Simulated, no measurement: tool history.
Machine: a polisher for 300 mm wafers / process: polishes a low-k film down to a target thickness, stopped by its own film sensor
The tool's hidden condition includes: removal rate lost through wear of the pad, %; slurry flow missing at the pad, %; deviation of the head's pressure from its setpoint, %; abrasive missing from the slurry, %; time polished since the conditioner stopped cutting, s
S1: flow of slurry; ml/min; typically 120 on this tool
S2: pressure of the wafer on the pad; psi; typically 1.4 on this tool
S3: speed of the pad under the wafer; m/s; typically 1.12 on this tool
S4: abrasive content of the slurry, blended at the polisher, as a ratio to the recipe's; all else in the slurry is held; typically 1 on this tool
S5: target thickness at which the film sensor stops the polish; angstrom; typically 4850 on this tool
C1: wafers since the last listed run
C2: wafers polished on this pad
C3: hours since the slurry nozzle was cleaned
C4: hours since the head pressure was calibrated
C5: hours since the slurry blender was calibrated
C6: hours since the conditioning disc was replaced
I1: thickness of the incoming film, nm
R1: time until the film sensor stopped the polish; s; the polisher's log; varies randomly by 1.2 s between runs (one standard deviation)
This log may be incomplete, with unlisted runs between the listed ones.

run	day	S1	S2	S3	S4	S5	C1	C2	C3	C4	C5	C6	I1	R1
1	0.000	120	1.4	1.12	1	4850	0	224	562.2	710.5	170.3	59.2	518.9	96.0
2	0.592	120	1.1	1.12	1	4850	130	355	576.4	724.7	184.5	73.4	525.9	135.7
3	1.267	120	1.1	1.12	1	4850	148	503	592.6	740.9	200.7	89.6	517.1	104.9
4	1.638	120	1.4	1.12	1	4850	81	585	601.5	749.8	209.6	98.5	524.6	115.5
5	2.254	120	1.4	1.12	1	4850	135	720	616.3	764.6	224.4	113.3	509.6	72.4
# day 2.717: worn pad replaced by a new one
6	2.738	120	1.4	1.12	1	4850	69	4	627.9	776.2	236.0	124.9	516.4	96.7
7	3.121	120	1.4	1.12	1	4850	84	89	637.1	785.4	245.2	134.1	519.9	111.7
8	3.379	120	1.4	1.12	1	4850	56	146	643.3	791.6	251.4	140.3	521.8	116.3
9	4.042	120	1.4	1.12	1	4850	145	291	659.2	807.5	267.3	156.2	519.5	112.6
# day 4.442: worn pad replaced by a new one, repeated, since the last time left the tool worse
10	4.462	120	1.4	1.12	1	4850	55	4	669.3	817.6	277.4	166.3	522.3	99.7
# day 4.579: slurry nozzle cleaned
# day 4.821: slurry blender recalibrated
11	4.862	120	1.4	1.12	1	4740	60	65	6.8	827.2	1.0	175.9	524.7	141.6
# day 4.983: head pressure recalibrated
12	5.233	120	1.4	1.12	1	4850	63	128	15.7	6.0	9.9	184.8	521.3	103.8
13	5.771	120	1.4	0.96	1	4850	118	246	28.6	18.9	22.8	197.7	520.6	114.4

The next listed run, before its measurement:
# day 6.217: conditioning disc replaced and pad reconditioned
14	6.238	120	1.4	1.12	1	4850	84	331	39.8	30.1	34.0	0.5	532.1	?

{"run 14": {"R1": 137.8}}
Minus the tool's unlogged condition, the same run would have read R1 128.7 s.
